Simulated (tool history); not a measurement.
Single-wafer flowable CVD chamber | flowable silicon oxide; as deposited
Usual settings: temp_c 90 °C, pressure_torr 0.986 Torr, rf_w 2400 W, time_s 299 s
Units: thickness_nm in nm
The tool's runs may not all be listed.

run	hour	temp_c	pressure_torr	rf_w	time_s	read-back reference wafer on the same gauge, thickness_nm	thickness_nm
1	0	90	0.986	2400	299	349.208	379.437
2	9.9	90	0.986	2400	299	349.657	377.333
3	22.7	95	0.986	2400	256	348.67	278.309
4	27.1	95	0.986	2400	256	348.794	276.569
5	39.2	95	0.986	2400	256	348.868	279.264
6	55.5	103	0.89	2855	336	350.248	268.689
7	63.9	90	0.986	2165	299	348.581	370.278
8	73.2	90	0.986	2400	299	348.907	375.379
9	85.9	80	0.986	2400	299	348.946	493.208
10	91.9	96	0.986	2240	247	349.529	259.528
11	107.5	90	0.986	2400	299	349.537	379.547
12	118.8	90	1.116	2400	316	348.991	454.448
13	151.3	90	0.986	2400	299	349.365	378.812
14	169	98	1.059	2400	356	349.041	386.355
15	174.3	90	1.185	2400	299	348.644	457.877
16	196	90	0.986	2400	299	349.006	356.315
17	200.7	90	0.986	2400	299	348.175	357.431
18	211.7	90	0.986	2400	299	348.698	357.1
19	222.8	90	0.986	2400	299	349.064	357.734
20	232.2	96	0.986	2590	282	349.35	288.439
21	249.3	79	1.053	2830	299	349.965	520.89
22	256.9	82	0.986	2400	299	348.75	440.737
23	265.1	90	1.066	2620	299	348.487	387.852
24	277.3	90	1.166	2400	299	348.986	420.723
25	294	104	1.092	2685	276	349.382	246.925
26	305.9	90	0.986	2400	299	349.101	357.344
27	318.6	90	0.839	2535	335	349.64	344.919
28	328.9	103	0.789	2400	256	349.172	168.411
29	345.5	95	0.869	2545	328	349.244	300.924

Not shown: 4 entries that the log had between the listed runs. Between which runs, and how does the tool's hidden state differ before and after?
Between runs 2 and 3: showerhead replaced (hour 22.2)
  true pressure above the setpoint (%): 4.88 -> 5.06
  measured less the result without the state, thickness_nm: +17.639 -> +13.458 nm
Between runs 12 and 13: gauge calibrated (hour 134.4)
  true pressure above the setpoint (%): 6.48 -> 7
  measured less the result without the state, thickness_nm: +25.498 -> +24.847 nm
Between runs 13 and 14: thermocouple changed; heater temperature recalibrated (hour 168.5)
  true pressure above the setpoint (%): 7 -> 7.3
  measured less the result without the state, thickness_nm: +24.847 -> +24.236 nm
Between runs 15 and 16: capacitance manometer re-zeroed and calibrated (hour 195.5)
  true pressure above the setpoint (%): 7.38 -> -0.169
  measured less the result without the state, thickness_nm: +29.05 -> -0.602 nm
